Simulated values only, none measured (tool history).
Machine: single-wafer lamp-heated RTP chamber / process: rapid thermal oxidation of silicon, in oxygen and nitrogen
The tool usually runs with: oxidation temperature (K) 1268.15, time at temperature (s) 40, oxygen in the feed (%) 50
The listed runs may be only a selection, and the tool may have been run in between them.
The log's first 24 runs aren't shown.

run,hour,oxidation temperature (K),time at temperature (s),oxygen in the feed (%),wafers since the last listed run,wafers since the last pyrometer calibration,hours since the oxygen flow controller was replaced,hours since the gauge calibration,"read-back reference wafer on the same gauge, thickness",oxide thickness on the monitor wafer (nm)
# hour 280.3: gauge calibrated
25,292.7,1287.15,59,76,83,874,18.1,12.4,4.370,6.415
26,298.9,1268.15,40,34,32,907,24.3,18.6,4.368,3.727
27,316.8,1268.15,40,50,94,1001,42.2,36.5,4.372,4.172
28,329.6,1268.15,31,50,67,1069,55.0,49.3,4.367,3.820
29,337.6,1268.15,21,50,42,1111,63.0,57.3,4.371,3.325
30,353.3,1257.15,21,35,82,1194,78.7,73.0,4.372,2.930
31,370.1,1284.15,53,74,88,1283,95.5,89.8,4.373,5.910
32,382.9,1268.15,40,50,67,1350,108.3,102.6,4.372,4.214
33,426.3,1268.15,40,50,229,1579,151.7,146.0,4.368,4.215
34,435.8,1268.15,20,50,50,1630,161.2,155.5,4.372,3.278
35,448.2,1268.15,23,20,65,1695,173.6,167.9,4.367,2.817
36,459.3,1295.15,40,50,58,1754,184.7,179.0,4.367,5.061
37,470.1,1253.15,45,37,57,1811,195.5,189.8,4.370,3.695

What if the next run were any one of these 5? Each begins from the tool's condition after run 37:
A,470.5,1268.15,40,50,2,1813,195.9,190.2,?,?
B,470.5,1246.15,53,33,2,1813,195.9,190.2,?,?
C,470.5,1268.15,34,22,2,1813,195.9,190.2,?,?
D,470.5,1268.15,30,28,2,1813,195.9,190.2,?,?
E,470.5,1260.15,35,31,2,1813,195.9,190.2,?,?

run,"read-back reference wafer on the same gauge, thickness",oxide thickness on the monitor wafer (nm)
A,4.374,4.223
B,4.374,3.638
C,4.374,3.199
D,4.374,3.252
E,4.374,3.360
With the hidden condition removed and each run's random variation left untouched, the same runs would have given:
run,oxide thickness on the monitor wafer (nm)
A,4.056
B,3.513
C,3.108
D,3.154
E,3.254
